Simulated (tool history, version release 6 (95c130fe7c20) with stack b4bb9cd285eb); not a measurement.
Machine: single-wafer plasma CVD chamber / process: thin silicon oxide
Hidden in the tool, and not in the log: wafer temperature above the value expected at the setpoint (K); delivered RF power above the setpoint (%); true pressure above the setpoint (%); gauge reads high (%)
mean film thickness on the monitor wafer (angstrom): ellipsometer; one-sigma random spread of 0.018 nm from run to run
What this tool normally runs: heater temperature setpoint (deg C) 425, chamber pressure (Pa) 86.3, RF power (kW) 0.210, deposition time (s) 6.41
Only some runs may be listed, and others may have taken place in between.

run   hour  heater temperature setpoint (deg C)  chamber pressure (Pa)  RF power (kW)  deposition time (s)  wafers since the last listed run  hours since the last thermocouple change  hours since the last RF generator calibration  hours since the last manometer calibration  hours since the showerhead was replaced  hours since the gauge calibration  read-back reference wafer on the same gauge, thickness_nm  mean film thickness on the monitor wafer (angstrom)
  1    0.0                                  425                   86.3          0.210                 6.94                                 0                                    1079.4                                         1044.5                                       666.2                                   4868.0                              486.8                                                      7.522                                                79.44
  2   26.2                                  425                   86.3          0.210                 6.94                               532                                    1105.6                                         1070.7                                       692.4                                   4894.2                              513.0                                                      7.520                                                79.59
  3   43.7                                  425                   86.3          0.210                 6.94                               355                                    1123.1                                         1088.2                                       709.9                                   4911.7                              530.5                                                      7.516                                                79.85
  4   74.7                                  425                   86.3          0.210                 6.41                               630                                    1154.1                                         1119.2                                       740.9                                   4942.7                              561.5                                                      7.518                                                73.47
     103.7  -- showerhead replaced
  5  104.2                                  425                   86.3          0.210                 6.41                               436                                    1183.6                                         1148.7                                       770.4                                      0.5                              591.0                                                      7.517                                                73.70
  6  127.1                                  425                   86.3          0.210                 6.41                               465                                    1206.5                                         1171.6                                       793.3                                     23.4                              613.9                                                      7.519                                                73.53
  7  147.6                                  425                   86.3          0.210                 6.41                               416                                    1227.0                                         1192.1                                       813.8                                     43.9                              634.4                                                      7.526                                                73.43
  8  160.4                                  425                   86.3          0.210                 6.41                               260                                    1239.8                                         1204.9                                       826.6                                     56.7                              647.2                                                      7.520                                                73.36
     171.7  -- capacitance manometer re-zeroed and calibrated
  9  181.5                                  425                   86.3          0.210                 6.41                               266                                    1260.9                                         1226.0                                         9.8                                     77.8                              668.3                                                      7.520                                                73.70
 10  211.1                                  418                   86.3          0.210                 6.15                               601                                    1290.5                                         1255.6                                        39.4                                    107.4                              697.9                                                      7.520                                                70.44
 11  241.8                                  425                   69.5          0.210                 6.41                               623                                    1321.2                                         1286.3                                        70.1                                    138.1                              728.6                                                      7.513                                                61.32
     268.1  -- RF generator calibrated
 12  277.2                                  425                   86.3          0.210                 6.41                               556                                    1356.6                                            9.1                                       105.5                                    173.5                              764.0                                                      7.524                                                75.75
     312.7  -- thermocouple changed; heater temperature recalibrated
 13  313.2                                  425                   73.7          0.180                 5.26                               569                                       0.5                                           45.1                                       141.5                                    209.5                              800.0                                                      7.518                                                49.56
 14  325.2                                  419                   65.5          0.190                 6.41                               243                                      12.5                                           57.1                                       153.5                                    221.5                              812.0                                                      7.518                                                57.05
 15  341.6                                  438                   86.3          0.210                 5.96                               333                                      28.9                                           73.5                                       169.9                                    237.9                              828.4                                                      7.527                                                70.08
 16  358.6                                  425                   94.8          0.210                 6.03                               345                                      45.9                                           90.5                                       186.9                                    254.9                              845.4                                                      7.519                                                77.29
     373.2  -- gauge calibrated
 17  377.5                                  425                   86.3          0.210                 6.41                               384                                      64.8                                          109.4                                       205.8                                    273.8                                4.3                                                      7.518                                                75.67
 18  396.9                                  425                   86.3          0.210                 6.41                               394                                      84.2                                          128.8                                       225.2                                    293.2                               23.7                                                      7.521                                                75.92
 19  409.9                                  425                   98.1          0.210                 6.41                               264                                      97.2                                          141.8                                       238.2                                    306.2                               36.7                                                      7.518                                                83.97
 20  436.1                                  425                   69.6          0.190                 6.41                               532                                     123.4                                          168.0                                       264.4                                    332.4                               62.9                                                      7.523                                                59.43
 21  466.4                                  425                   86.3          0.240                 7.52                               615                                     153.7                                          198.3                                       294.7                                    362.7                               93.2                                                      7.520                                                94.94
 22  490.6                                  425                   86.3          0.210                 6.41                               491                                     177.9                                          222.5                                       318.9                                    386.9                              117.4                                                      7.524                                                75.80
 23  509.5                                  425                   86.3          0.210                 6.41                               384                                     196.8                                          241.4                                       337.8                                    405.8                              136.3                                                      7.520                                                75.09
 24  526.1                                  425                   86.3          0.210                 6.94                               337                                     213.4                                          258.0                                       354.4                                    422.4                              152.9                                                      7.519                                                81.86
 25  558.9                                  440                   86.3          0.210                 6.41                               666                                     246.2                                          290.8                                       387.2                                    455.2                              185.7                                                      7.521                                                74.98
 26  579.6                                  425                   86.3          0.210                 6.41                               420                                     266.9                                          311.5                                       407.9                                    475.9                              206.4                                                      7.516                                                75.24
 27  592.5                                  425                   95.9          0.225                 7.47                               262                                     279.8                                          324.4                                       420.8                                    488.8                              219.3                                                      7.524                                                99.55
 28  626.2                                  425                   86.3          0.210                 6.41                               684                                     313.5                                          358.1                                       454.5                                    522.5                              253.0                                                      7.517                                                75.11
 29  657.8                                  417                   66.5          0.185                 5.37                               642                                     345.1                                          389.7                                       486.1                                    554.1                              284.6                                                      7.524                                                47.12

Consider 4 possible next runs. They are alternatives, not a sequence: every one starts from the tool as it was left by run 29. What does each give?
  A  658.2                                  425                   76.7          0.210                 6.41                                 8                                     345.5                                          390.1                                       486.5                                    554.5                              285.0                                                          ?                                                    ?
  B  658.2                                  425                   72.9          0.195                 7.18                                 8                                     345.5                                          390.1                                       486.5                                    554.5                              285.0                                                          ?                                                    ?
  C  658.2                                  425                   86.3          0.230                 5.24                                 8                                     345.5                                          390.1                                       486.5                                    554.5                              285.0                                                          ?                                                    ?
  D  658.2                                  414                   86.3          0.210                 5.92                                 8                                     345.5                                          390.1                                       486.5                                    554.5                              285.0                                                          ?                                                    ?

run  read-back reference wafer on the same gauge, thickness_nm  mean film thickness on the monitor wafer (angstrom)
  A                                                      7.522                                                67.87
  B                                                      7.522                                                69.70
  C                                                      7.522                                                64.46
  D                                                      7.522                                                69.53
Without the tool's hidden state the same runs would have given:
run  mean film thickness on the monitor wafer (angstrom)
  A                                                68.64
  B                                                70.49
  C                                                65.14
  D                                                70.32

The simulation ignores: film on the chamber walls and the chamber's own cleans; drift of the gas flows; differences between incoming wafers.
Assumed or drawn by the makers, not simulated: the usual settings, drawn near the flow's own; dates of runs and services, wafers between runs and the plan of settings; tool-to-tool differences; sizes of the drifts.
